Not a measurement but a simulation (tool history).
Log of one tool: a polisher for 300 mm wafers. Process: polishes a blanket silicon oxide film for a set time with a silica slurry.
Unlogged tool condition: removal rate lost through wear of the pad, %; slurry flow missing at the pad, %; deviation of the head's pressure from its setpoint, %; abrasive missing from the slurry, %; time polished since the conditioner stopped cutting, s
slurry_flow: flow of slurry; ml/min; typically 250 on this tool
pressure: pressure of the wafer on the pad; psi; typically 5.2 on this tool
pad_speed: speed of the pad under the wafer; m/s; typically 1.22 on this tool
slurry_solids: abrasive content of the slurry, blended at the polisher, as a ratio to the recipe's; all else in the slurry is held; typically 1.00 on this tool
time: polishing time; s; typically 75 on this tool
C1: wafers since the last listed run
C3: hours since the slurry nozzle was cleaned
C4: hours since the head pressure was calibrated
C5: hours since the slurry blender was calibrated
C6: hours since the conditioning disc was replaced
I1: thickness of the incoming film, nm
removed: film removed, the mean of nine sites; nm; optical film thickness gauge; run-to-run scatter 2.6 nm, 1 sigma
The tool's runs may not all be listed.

{"run": 1, "hour": 0.0, "slurry_flow": 250, "pressure": 5.2, "pad_speed": 1.22, "slurry_solids": 1.0, "time": 75, "C1": 0, "wafers polished on this pad": 1400, "C3": 280.9, "C4": 302.8, "C5": 312.5, "C6": 327.6, "I1": 1326.7, "removed": 343.2}
{"run": 2, "hour": 45.3, "slurry_flow": 250, "pressure": 5.2, "pad_speed": 1.22, "slurry_solids": 1.0, "time": 75, "C1": 521, "wafers polished on this pad": 1921, "C3": 326.2, "C4": 348.1, "C5": 357.8, "C6": 372.9, "I1": 1312.1, "removed": 344.0}
{"hour": 115.3, "done": "head pressure recalibrated"}
{"run": 3, "hour": 117.0, "slurry_flow": 250, "pressure": 5.2, "pad_speed": 1.06, "slurry_solids": 0.75, "time": 75, "C1": 802, "wafers polished on this pad": 2724, "C3": 397.9, "C4": 1.7, "C5": 429.5, "C6": 444.6, "I1": 1327.5, "removed": 244.4}
{"hour": 148.8, "done": "slurry blender recalibrated"}
{"hour": 171.7, "done": "conditioning disc replaced and pad reconditioned"}
{"hour": 185.1, "done": "slurry nozzle cleaned"}
{"run": 4, "hour": 187.3, "slurry_flow": 250, "pressure": 5.2, "pad_speed": 1.22, "slurry_solids": 1.0, "time": 75, "C1": 752, "wafers polished on this pad": 3476, "C3": 2.2, "C4": 72.0, "C5": 38.5, "C6": 15.6, "I1": 1327.0, "removed": 354.5}
{"run": 5, "hour": 212.6, "slurry_flow": 250, "pressure": 6.2, "pad_speed": 0.96, "slurry_solids": 1.0, "time": 75, "C1": 291, "wafers polished on this pad": 3768, "C3": 27.5, "C4": 97.3, "C5": 63.8, "C6": 40.9, "I1": 1331.7, "removed": 340.2}
{"run": 6, "hour": 268.1, "slurry_flow": 250, "pressure": 3.6, "pad_speed": 1.22, "slurry_solids": 1.25, "time": 75, "C1": 639, "wafers polished on this pad": 4407, "C3": 83.0, "C4": 152.8, "C5": 119.3, "C6": 96.4, "I1": 1337.4, "removed": 299.0}
{"run": 7, "hour": 300.4, "slurry_flow": 275, "pressure": 6.1, "pad_speed": 1.22, "slurry_solids": 1.1, "time": 53, "C1": 372, "wafers polished on this pad": 4779, "C3": 115.3, "C4": 185.1, "C5": 151.6, "C6": 128.7, "I1": 1317.2, "removed": 298.9}
{"hour": 350.5, "done": "worn pad replaced by a new one"}
{"run": 8, "hour": 366.0, "slurry_flow": 250, "pressure": 5.2, "pad_speed": 1.0, "slurry_solids": 1.0, "time": 99, "C1": 709, "wafers polished on this pad": 178, "C3": 180.9, "C4": 250.7, "C5": 217.2, "C6": 194.3, "I1": 1332.8, "removed": 397.0}
{"run": 9, "hour": 406.4, "slurry_flow": 325, "pressure": 5.2, "pad_speed": 0.92, "slurry_solids": 1.0, "time": 52, "C1": 465, "wafers polished on this pad": 643, "C3": 221.3, "C4": 291.1, "C5": 257.6, "C6": 234.7, "I1": 1301.6, "removed": 197.4}
{"run": 10, "hour": 433.6, "slurry_flow": 185, "pressure": 5.2, "pad_speed": 0.88, "slurry_solids": 1.0, "time": 75, "C1": 313, "wafers polished on this pad": 956, "C3": 248.5, "C4": 318.3, "C5": 284.8, "C6": 261.9, "I1": 1326.5, "removed": 260.1}
{"hour": 496.3, "done": "head pressure recalibrated"}
{"run": 11, "hour": 496.8, "slurry_flow": 250, "pressure": 5.2, "pad_speed": 1.22, "slurry_solids": 1.0, "time": 75, "C1": 704, "wafers polished on this pad": 1661, "C3": 311.7, "C4": 0.5, "C5": 348.0, "C6": 325.1, "I1": 1324.3, "removed": 340.8}
{"run": 12, "hour": 524.9, "slurry_flow": 290, "pressure": 5.2, "pad_speed": 1.22, "slurry_solids": 1.0, "time": 57, "C1": 323, "wafers polished on this pad": 1985, "C3": 339.8, "C4": 28.6, "C5": 376.1, "C6": 353.2, "I1": 1297.0, "removed": 261.6}
{"run": 13, "hour": 555.9, "slurry_flow": 250, "pressure": 4.0, "pad_speed": 1.22, "slurry_solids": 1.0, "time": 75, "C1": 357, "wafers polished on this pad": 2342, "C3": 370.8, "C4": 59.6, "C5": 407.1, "C6": 384.2, "I1": 1317.3, "removed": 282.3}
{"run": 14, "hour": 580.3, "slurry_flow": 250, "pressure": 5.2, "pad_speed": 1.22, "slurry_solids": 1.0, "time": 75, "C1": 281, "wafers polished on this pad": 2623, "C3": 395.2, "C4": 84.0, "C5": 431.5, "C6": 408.6, "I1": 1325.2, "removed": 343.2}
{"hour": 599.5, "done": "slurry blender recalibrated"}
{"run": 15, "hour": 624.2, "slurry_flow": 250, "pressure": 5.2, "pad_speed": 1.22, "slurry_solids": 1.0, "time": 75, "C1": 482, "wafers polished on this pad": 3106, "C3": 439.1, "C4": 127.9, "C5": 24.7, "C6": 452.5, "I1": 1304.4, "removed": 339.5}
{"run": 16, "hour": 653.6, "slurry_flow": 300, "pressure": 6.3, "pad_speed": 1.22, "slurry_solids": 1.0, "time": 75, "C1": 338, "wafers polished on this pad": 3444, "C3": 468.5, "C4": 157.3, "C5": 54.1, "C6": 481.9, "I1": 1333.3, "removed": 403.8}
{"hour": 688.7, "done": "slurry nozzle cleaned"}
{"run": 17, "hour": 705.1, "slurry_flow": 250, "pressure": 5.2, "pad_speed": 1.22, "slurry_solids": 1.0, "time": 75, "C1": 581, "wafers polished on this pad": 4026, "C3": 16.4, "C4": 208.8, "C5": 105.6, "C6": 533.4, "I1": 1309.5, "removed": 342.9}
{"run": 18, "hour": 745.3, "slurry_flow": 250, "pressure": 5.2, "pad_speed": 1.22, "slurry_solids": 1.0, "time": 75, "C1": 463, "wafers polished on this pad": 4489, "C3": 56.6, "C4": 249.0, "C5": 145.8, "C6": 573.6, "I1": 1324.5, "removed": 342.6}
{"hour": 772.2, "done": "conditioning disc replaced and pad reconditioned"}
{"hour": 801.8, "done": "worn pad replaced by a new one"}
{"run": 19, "hour": 815.3, "slurry_flow": 250, "pressure": 5.2, "pad_speed": 1.36, "slurry_solids": 1.0, "time": 75, "C1": 737, "wafers polished on this pad": 155, "C3": 126.6, "C4": 319.0, "C5": 215.8, "C6": 43.1, "I1": 1322.8, "removed": 384.2}
{"run": 20, "hour": 848.1, "slurry_flow": 250, "pressure": 6.6, "pad_speed": 1.44, "slurry_solids": 0.75, "time": 75, "C1": 377, "wafers polished on this pad": 533, "C3": 159.4, "C4": 351.8, "C5": 248.6, "C6": 75.9, "I1": 1295.8, "removed": 387.0}
{"run": 21, "hour": 883.5, "slurry_flow": 205, "pressure": 5.2, "pad_speed": 1.22, "slurry_solids": 1.0, "time": 99, "C1": 407, "wafers polished on this pad": 941, "C3": 194.8, "C4": 387.2, "C5": 284.0, "C6": 111.3, "I1": 1316.3, "removed": 449.0}
{"hour": 970.4, "done": "head pressure recalibrated"}
{"run": 22, "hour": 973.0, "slurry_flow": 250, "pressure": 5.2, "pad_speed": 1.22, "slurry_solids": 1.0, "time": 75, "C1": 1007, "wafers polished on this pad": 1949, "C3": 284.3, "C4": 2.6, "C5": 373.5, "C6": 200.8, "I1": 1317.6, "removed": 346.7}
{"hour": 983.4, "done": "slurry blender recalibrated"}
{"run": 23, "hour": 1036.3, "slurry_flow": 250, "pressure": 3.5, "pad_speed": 0.88, "slurry_solids": 1.0, "time": 75, "C1": 706, "wafers polished on this pad": 2655, "C3": 347.6, "C4": 65.9, "C5": 52.9, "C6": 264.1, "I1": 1318.9, "removed": 200.8}
{"run": 24, "hour": 1067.1, "slurry_flow": 250, "pressure": 5.2, "pad_speed": 1.22, "slurry_solids": 1.0, "time": 75, "C1": 354, "wafers polished on this pad": 3009, "C3": 378.4, "C4": 96.7, "C5": 83.7, "C6": 294.9, "I1": 1301.5, "removed": 342.5}
{"run": 25, "hour": 1128.8, "slurry_flow": 250, "pressure": 5.2, "pad_speed": 1.22, "slurry_solids": 1.2, "time": 83, "C1": 710, "wafers polished on this pad": 3720, "C3": 440.1, "C4": 158.4, "C5": 145.4, "C6": 356.6, "I1": 1306.6, "removed": 423.3}

4 ways to go on from here, each from the tool as it stands after run 25. What would each give?
{"run": "A", "hour": 1129.2, "slurry_flow": 250, "pressure": 5.2, "pad_speed": 1.22, "slurry_solids": 0.8, "time": 75, "C1": 4, "wafers polished on this pad": 3725, "C3": 440.5, "C4": 158.8, "C5": 145.8, "C6": 357.0, "I1": 1319.7, "removed": "?"}
{"run": "B", "hour": 1129.2, "slurry_flow": 195, "pressure": 5.8, "pad_speed": 1.22, "slurry_solids": 1.25, "time": 93, "C1": 4, "wafers polished on this pad": 3725, "C3": 440.5, "C4": 158.8, "C5": 145.8, "C6": 357.0, "I1": 1319.7, "removed": "?"}
{"run": "C", "hour": 1129.2, "slurry_flow": 250, "pressure": 5.8, "pad_speed": 1.22, "slurry_solids": 1.0, "time": 75, "C1": 4, "wafers polished on this pad": 3725, "C3": 440.5, "C4": 158.8, "C5": 145.8, "C6": 357.0, "I1": 1319.7, "removed": "?"}
{"run": "D", "hour": 1129.2, "slurry_flow": 300, "pressure": 6.9, "pad_speed": 1.54, "slurry_solids": 1.1, "time": 75, "C1": 4, "wafers polished on this pad": 3725, "C3": 440.5, "C4": 158.8, "C5": 145.8, "C6": 357.0, "I1": 1319.7, "removed": "?"}

run=A removed=290.8
run=B removed=514.1
run=C removed=374.6
run=D removed=551.3
Without the tool's hidden state the same runs would have given:
run=A removed=304.0
run=B removed=539.5
run=C removed=393.1
run=D removed=590.1

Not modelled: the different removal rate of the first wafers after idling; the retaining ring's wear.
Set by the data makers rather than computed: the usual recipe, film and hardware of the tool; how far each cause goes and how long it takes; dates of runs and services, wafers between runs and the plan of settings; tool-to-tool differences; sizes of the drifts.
